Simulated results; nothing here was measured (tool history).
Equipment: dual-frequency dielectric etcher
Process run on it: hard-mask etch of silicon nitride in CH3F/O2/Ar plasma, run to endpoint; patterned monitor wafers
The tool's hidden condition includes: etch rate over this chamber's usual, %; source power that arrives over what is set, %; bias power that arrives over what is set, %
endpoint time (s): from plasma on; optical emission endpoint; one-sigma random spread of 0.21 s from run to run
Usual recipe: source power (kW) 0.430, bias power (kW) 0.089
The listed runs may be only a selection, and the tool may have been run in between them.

run	hour	source power (kW)	bias power (kW)	wafers since the last listed run	hours since the last wet clean	hours since the last source power generator calibration	hours since the last bias power generator calibration	hours since the last upper electrode change	incoming incoming film thickness, nm	endpoint time (s)
1	0.0	0.430	0.089	0	105.8	2623.3	1306.5	3251.1	53.8	70.6
2	71.1	0.430	0.089	776	176.9	2694.4	1377.6	3322.2	53.6	69.8
3	111.7	0.430	0.089	443	217.5	2735.0	1418.2	3362.8	53.7	69.5
4	148.6	0.430	0.089	402	254.4	2771.9	1455.1	3399.7	53.5	69.2
5	185.0	0.430	0.104	397	290.8	2808.3	1491.5	3436.1	53.5	65.4
6	264.9	0.430	0.104	872	370.7	2888.2	1571.4	3516.0	54.1	65.9
# hour 311.4: wet clean of the chamber
7	316.4	0.480	0.089	300	5.0	2939.7	1622.9	3567.5	53.4	68.1
# hour 345.8: upper electrode replaced
# hour 358.1: source power generator calibrated
8	371.3	0.480	0.089	293	59.9	13.2	1677.8	25.5	53.6	68.0
9	469.8	0.430	0.089	1075	158.4	111.7	1776.3	124.0	53.9	70.6
10	563.6	0.430	0.101	1024	252.2	205.5	1870.1	217.8	53.6	66.5
11	624.5	0.480	0.074	664	313.1	266.4	1931.0	278.7	53.9	72.0
# hour 641.7: bias power generator calibrated
12	663.5	0.400	0.067	382	352.1	305.4	21.8	317.7	53.7	78.7
13	735.0	0.520	0.089	780	423.6	376.9	93.3	389.2	53.9	65.1
# hour 785.5: wet clean of the chamber
14	786.0	0.320	0.067	294	0.5	427.9	144.3	440.2	54.1	87.5
15	841.2	0.380	0.083	602	55.7	483.1	199.5	495.4	53.3	75.3
16	893.1	0.520	0.073	566	107.6	535.0	251.4	547.3	53.8	71.1

5 ways to go on from here, each from the tool as it stands after run 16. What would each give?
A	893.5	0.430	0.106	4	108.0	535.4	251.8	547.7	53.9	?
B	893.5	0.430	0.110	4	108.0	535.4	251.8	547.7	53.9	?
C	893.5	0.470	0.098	4	108.0	535.4	251.8	547.7	53.9	?
D	893.5	0.490	0.100	4	108.0	535.4	251.8	547.7	53.9	?
E	893.5	0.380	0.078	4	108.0	535.4	251.8	547.7	53.9	?

run	endpoint time (s)
A	66.3
B	65.4
C	66.4
D	65.0
E	77.4
Without the tool's hidden state the same runs would have given:
run	endpoint time (s)
A	66.6
B	65.7
C	66.7
D	65.2
E	77.8
